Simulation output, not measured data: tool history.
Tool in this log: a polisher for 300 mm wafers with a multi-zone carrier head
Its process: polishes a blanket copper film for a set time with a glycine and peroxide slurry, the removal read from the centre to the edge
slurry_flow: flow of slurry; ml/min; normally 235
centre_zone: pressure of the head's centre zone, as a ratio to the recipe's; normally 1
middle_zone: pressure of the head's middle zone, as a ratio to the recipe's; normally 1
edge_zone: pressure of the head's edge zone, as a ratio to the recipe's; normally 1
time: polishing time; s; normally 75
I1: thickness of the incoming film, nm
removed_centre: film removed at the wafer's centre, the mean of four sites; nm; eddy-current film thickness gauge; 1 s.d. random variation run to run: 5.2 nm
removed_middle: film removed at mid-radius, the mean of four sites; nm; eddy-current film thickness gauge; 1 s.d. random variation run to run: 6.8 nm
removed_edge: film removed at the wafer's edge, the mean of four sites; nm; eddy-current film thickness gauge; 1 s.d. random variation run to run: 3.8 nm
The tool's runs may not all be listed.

Run 1, day 0: usual settings; I1 1593.3. Result: removed_centre 560.5 nm, removed_middle 548.5 nm, removed_edge 561.4 nm.
At day 0.808: worn pad replaced by a new one.
Run 2, day 1.804: usual settings; I1 1605.7. Result: removed_centre 569.4 nm, removed_middle 567.2 nm, removed_edge 557.5 nm.
Run 3, day 4.583: usual settings; I1 1629.5. Result: removed_centre 565 nm, removed_middle 547.6 nm, removed_edge 553.8 nm.
Run 4, day 7.688: usual settings; I1 1576.9. Result: removed_centre 560.7 nm, removed_middle 562.7 nm, removed_edge 561.9 nm.
At day 9.604: slurry nozzle cleaned.
At day 9.917: carrier head's membrane replaced by a new one, of another model than before.
Run 5, day 12.067: usual settings; I1 1621.7. Result: removed_centre 577.2 nm, removed_middle 551.6 nm, removed_edge 558.8 nm.
Run 6, day 14.317: usual settings; I1 1608.3. Result: removed_centre 576.9 nm, removed_middle 543 nm, removed_edge 559.7 nm.
At day 14.933: centre zone pressure recalibrated.
At day 17.525: worn pad replaced by a new one.
At day 18.208: edge zone pressure recalibrated.
Run 7, day 18.9: usual settings; I1 1614.9. Result: removed_centre 557.3 nm, removed_middle 551.2 nm, removed_edge 555.6 nm.
Run 8, day 20.754: usual settings but time 61 s; I1 1631.4. Result: removed_centre 454.4 nm, removed_middle 446.4 nm, removed_edge 452.5 nm.
Run 9, day 23.633: usual settings but slurry_flow 200 ml/min, centre_zone 0.96, edge_zone 1.07; I1 1631.6. Result: removed_centre 542.6 nm, removed_middle 545 nm, removed_edge 567.4 nm.
Run 10, day 26.496: usual settings but middle_zone 0.92; I1 1623.4. Result: removed_centre 575.1 nm, removed_middle 535.1 nm, removed_edge 558.4 nm.
At day 28.888: slurry nozzle cleaned.
Run 11, day 29.142: usual settings but centre_zone 1.09, edge_zone 1.1; I1 1625.4. Result: removed_centre 611.8 nm, removed_middle 568.3 nm, removed_edge 596.3 nm.
At day 32.608: worn pad replaced by a new one.
Run 12, day 32.629: usual settings; I1 1627.5. Result: removed_centre 593.3 nm, removed_middle 547.7 nm, removed_edge 561.8 nm.
At day 32.938: centre zone pressure recalibrated.
Run 13, day 35.775: usual settings; I1 1581.3. Result: removed_centre 553.7 nm, removed_middle 556.2 nm, removed_edge 562.3 nm.
At day 43.038: edge zone pressure recalibrated.
Run 14, day 46.779: usual settings but centre_zone 1.06, middle_zone 1.12; I1 1582.6. Result: removed_centre 594.1 nm, removed_middle 584.6 nm, removed_edge 559.5 nm.
Run 15, day 48.717: usual settings but centre_zone 1.12, middle_zone 0.96, time 82 s; I1 1617.7. Result: removed_centre 678.5 nm, removed_middle 605.4 nm, removed_edge 616.5 nm.
At day 49.188: worn pad replaced by a new one.
At day 50.617: centre zone pressure recalibrated.
At day 50.892: slurry nozzle cleaned.
Run 16, day 51.825: usual settings; I1 1610.6. Result: removed_centre 554.8 nm, removed_middle 552.9 nm, removed_edge 558.5 nm.
Run 17, day 55.621: usual settings but slurry_flow 290 ml/min, edge_zone 0.97; I1 1622.8. Result: removed_centre 570.8 nm, removed_middle 560.9 nm, removed_edge 561.3 nm.
Run 18, day 58.696: usual settings; I1 1606.9. Result: removed_centre 551.9 nm, removed_middle 557 nm, removed_edge 558.3 nm.
Run 19, day 62.629: usual settings but centre_zone 1.04; I1 1576.7. Result: removed_centre 579.5 nm, removed_middle 554.2 nm, removed_edge 559.6 nm.
At day 65.912: worn pad replaced by a new one.
Run 20, day 66.275: usual settings but edge_zone 1.04; I1 1613.8. Result: removed_centre 570.3 nm, removed_middle 564 nm, removed_edge 575.3 nm.
At day 68.033: carrier head's membrane replaced by a new one.
At day 68.321: slurry nozzle cleaned.
Run 21, day 68.546: usual settings but slurry_flow 300 ml/min; I1 1587.9. Result: removed_centre 598.4 nm, removed_middle 579.6 nm, removed_edge 577.9 nm.
At day 69.192: centre zone pressure recalibrated.
Run 22, day 70.546: usual settings but slurry_flow 195 ml/min, centre_zone 0.89, time 100 s; I1 1612. Result: removed_centre 668.9 nm, removed_middle 711.7 nm, removed_edge 736.1 nm.

Each row is a separate what-if for the run after 22, all from the same tool condition, not one after another. Results?
Run A, day 70.562: usual settings; I1 1615.8. Result: removed_centre ?, removed_middle ?, removed_edge ?.
Run B, day 70.562: usual settings but slurry_flow 185 ml/min, centre_zone 0.92, middle_zone 1.08; I1 1615.8. Result: removed_centre ?, removed_middle ?, removed_edge ?.
Run C, day 70.562: usual settings but slurry_flow 190 ml/min, time 94 s; I1 1615.8. Result: removed_centre ?, removed_middle ?, removed_edge ?.

run  removed_centre  removed_middle  removed_edge
  A           556.3             564         562.3
  B           508.6           563.7         546.6
  C           672.2           684.1         687.8
With the hidden condition removed and each run's random variation left untouched, the same runs would have given:
run  removed_centre  removed_middle  removed_edge
  A             557             564         562.3
  B           509.2           563.7         546.6
  C             673           684.1         687.8
